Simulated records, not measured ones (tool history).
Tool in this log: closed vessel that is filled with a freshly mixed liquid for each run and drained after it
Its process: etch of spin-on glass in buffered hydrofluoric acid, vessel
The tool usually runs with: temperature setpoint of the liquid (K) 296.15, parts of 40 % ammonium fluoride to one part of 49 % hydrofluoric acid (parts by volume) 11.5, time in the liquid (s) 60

run	hour	temperature setpoint of the liquid (K)	parts of 40 % ammonium fluoride to one part of 49 % hydrofluoric acid (parts by volume)	time in the liquid (s)	wafers since the last listed run	hours since the thermometer was replaced	hours since the hydrofluoric acid flow meter was replaced	hours since the gauge calibration	read-back film thickness of the spin-on glass reference wafer, read on the same gauge (nm)	thickness taken off the spin-on glass on a monitor wafer (nm)
1	0.0	294.65	11.5	60	0	2205.4	369.2	170.5	30.05	239.33
2	18.2	294.65	11.5	60	2091	2223.6	387.4	188.7	30.01	237.76
3	103.0	294.65	11.5	60	9743	2308.4	472.2	273.5	29.98	237.60
4	128.5	296.15	11.5	60	2929	2333.9	497.7	299.0	29.97	255.45
5	152.5	296.15	11.5	60	2757	2357.9	521.7	323.0	30.00	258.06
6	166.1	296.15	11.5	60	1562	2371.5	535.3	336.6	29.98	259.70
# hour 179.0: gauge calibrated
7	187.8	296.15	11.5	60	2493	2393.2	557.0	8.8	29.95	259.11
# hour 200.4: thermometer replaced
8	210.5	301.15	9.5	80	2493	10.1	579.7	31.5	29.97	453.88
9	244.2	296.15	16.0	60	3872	43.8	613.4	65.2	30.01	161.46
10	273.5	296.15	11.5	60	3366	73.1	642.7	94.5	29.96	225.09
# hour 295.9: hydrofluoric acid flow meter replaced
11	305.6	293.65	11.5	50	3573	105.2	9.7	126.6	29.99	163.05
12	317.8	299.15	7.0	30	1401	117.4	21.9	138.8	30.00	210.51
13	403.2	298.15	15.0	60	9812	202.8	107.3	224.2	30.03	192.41
14	435.7	296.15	11.5	60	3734	235.3	139.8	256.7	30.00	228.84

5 options for the next run, each taken on its own from the tool as it stands now. Forecast them:
A	436.4	296.15	11.5	60	80	236.0	140.5	257.4	?	?
B	436.4	291.65	14.5	75	80	236.0	140.5	257.4	?	?
C	436.4	292.15	15.0	30	80	236.0	140.5	257.4	?	?
D	436.4	292.15	11.5	50	80	236.0	140.5	257.4	?	?
E	436.4	298.15	11.5	60	80	236.0	140.5	257.4	?	?

run	read-back film thickness of the spin-on glass reference wafer, read on the same gauge (nm)	thickness taken off the spin-on glass on a monitor wafer (nm)
A	30.02	227.01
B	30.02	176.02
C	30.02	70.05
D	30.02	151.50
E	30.02	253.12
With no hidden state in the tool, these same runs would have given:
run	thickness taken off the spin-on glass on a monitor wafer (nm)
A	223.06
B	172.87
C	68.80
D	148.79
E	248.78

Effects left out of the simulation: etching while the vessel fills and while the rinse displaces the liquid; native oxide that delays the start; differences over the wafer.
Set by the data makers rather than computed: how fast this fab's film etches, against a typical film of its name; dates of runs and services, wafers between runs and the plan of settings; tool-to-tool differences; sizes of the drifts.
